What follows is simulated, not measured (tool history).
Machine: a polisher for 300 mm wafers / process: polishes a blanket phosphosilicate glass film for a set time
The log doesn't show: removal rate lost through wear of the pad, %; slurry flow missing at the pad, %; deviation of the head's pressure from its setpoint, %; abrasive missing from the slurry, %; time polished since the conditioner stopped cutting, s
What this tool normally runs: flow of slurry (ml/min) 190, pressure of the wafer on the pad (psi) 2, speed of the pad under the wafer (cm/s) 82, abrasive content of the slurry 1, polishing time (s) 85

run   hour  flow of slurry (ml/min)  pressure of the wafer on the pad (psi)  speed of the pad under the wafer (cm/s)  abrasive content of the slurry  polishing time (s)  wafers since the last listed run  wafers polished on this pad  hours since the slurry nozzle was cleaned  hours since the head pressure was calibrated  hours since the slurry blender was calibrated  hours since the conditioning disc was replaced  incoming thickness of the incoming film, nm  film removed (nm)
  1      0                      190                                       2                                       82                               1                  85                                 0                          692                                        7.7                                         177.4                                           55.3                                           112.4                                       2790.7              380.4
     105.5  -- conditioning disc replaced and pad reconditioned
     106.1  -- worn pad replaced by a new one
  2  121.4                      190                                       2                                       82                               1                  85                              1026                          132                                      129.1                                         298.8                                          176.7                                            15.9                                       2780.9              379.3
     140.5  -- slurry blender recalibrated
  3  192.9                      190                                       2                                       82                               1                  74                               600                          732                                      200.6                                         370.3                                           52.4                                            87.4                                       2705.5              322.1
  4  218.2                      190                                       2                                       82                               1                  74                               218                          951                                      225.9                                         395.6                                           77.7                                           112.7                                       2801.5              320.1
  5    271                      190                                       2                                       82                               1                  74                               456                         1407                                      278.7                                         448.4                                          130.5                                           165.5                                       2750.2              314.8
     296.8  -- worn pad replaced by a new one
     297.2  -- head pressure recalibrated
  6    302                      190                                       2                                       82                               1                  85                               230                           41                                      309.7                                           4.8                                          161.5                                           196.5                                       2712.7              351.5
     320.2  -- slurry nozzle cleaned
  7  347.8                      190                                       2                                       82                               1                  85                               387                          428                                       27.6                                          50.6                                          207.3                                           242.3                                       2781.3              382.8
     354.6  -- slurry blender recalibrated
     366.1  -- conditioning disc replaced and pad reconditioned
  8  399.2                      190                                       2                                       82                               1                  85                               409                          838                                         79                                           102                                           44.6                                            33.1                                       2785.1              383.7
  9  431.9                      190                                       2                                       82                               1                  85                               282                         1121                                      111.7                                         134.7                                           77.3                                            65.8                                       2781.6              377.1
     456.6  -- worn pad replaced by a new one
 10  499.2                      190                                     2.5                                       82                               1                  85                               547                          368                                        179                                           202                                          144.6                                           133.1                                       2792.6              473.1
 11  531.6                      190                                     1.5                                       82                               1                  85                               280                          648                                      211.4                                         234.4                                            177                                           165.5                                       2790.3              278.4
     557.4  -- slurry blender recalibrated
 12  590.6                      190                                       2                                       62                               1                  95                               492                         1141                                      270.4                                         293.4                                           33.2                                           224.5                                       2777.6              326.5
     626.8  -- worn pad replaced by a new one
 13  627.6                      190                                       2                                       82                            0.75                  56                               285                            7                                      307.4                                         330.4                                           70.2                                           261.5                                       2712.9              206.1
 14  651.9                      190                                       2                                       82                             1.3                  85                               210                          217                                      331.7                                         354.7                                           94.5                                           285.8                                       2706.5              378.2
     655.2  -- conditioning disc replaced and pad reconditioned
     691.4  -- slurry nozzle cleaned
 15  695.5                      190                                       2                                       82                               1                  85                               350                          568                                        4.1                                         398.3                                          138.1                                            40.3                                       2730.6              383.6
       733  -- slurry blender recalibrated
       739  -- head pressure recalibrated
 16  759.2                      165                                     2.5                                       82                               1                  85                               516                         1084                                       67.8                                          20.2                                           26.2                                             104                                       2711.8              469.1
     781.3  -- worn pad replaced by a new one
 17  796.9                      150                                     2.3                                       82                               1                  85                               291                          135                                      105.5                                          57.9                                           63.9                                           141.7                                       2784.4              417.8
 18  824.6                      190                                       2                                       82                               1                  85                               239                          374                                      133.2                                          85.6                                           91.6                                           169.4                                       2776.8              377.4
     870.6  -- conditioning disc replaced and pad reconditioned
 19  871.1                      190                                       2                                      104                               1                  85                               384                          759                                      179.7                                         132.1                                          138.1                                             0.5                                       2749.6              456.7

Here are 3 independent what-if runs from the current tool condition. What would each one return?
  A  871.5                      190                                       2                                       82                               1                  85                                 3                          762                                      180.1                                         132.5                                          138.5                                             0.9                                       2729.8                  ?
  B  871.5                      140                                     1.5                                       72                             0.9                  85                                 3                          762                                      180.1                                         132.5                                          138.5                                             0.9                                       2729.8                  ?
  C  871.5                      190                                     2.5                                       82                               1                  59                                 3                          762                                      180.1                                         132.5                                          138.5                                             0.9                                       2729.8                  ?

run  film removed (nm)
  A              367.3
  B              223.3
  C              318.7
Stripped of hidden state, with their random variation kept, the same runs would have yielded:
run  film removed (nm)
  A              375.8
  B              230.5
  C              326.1
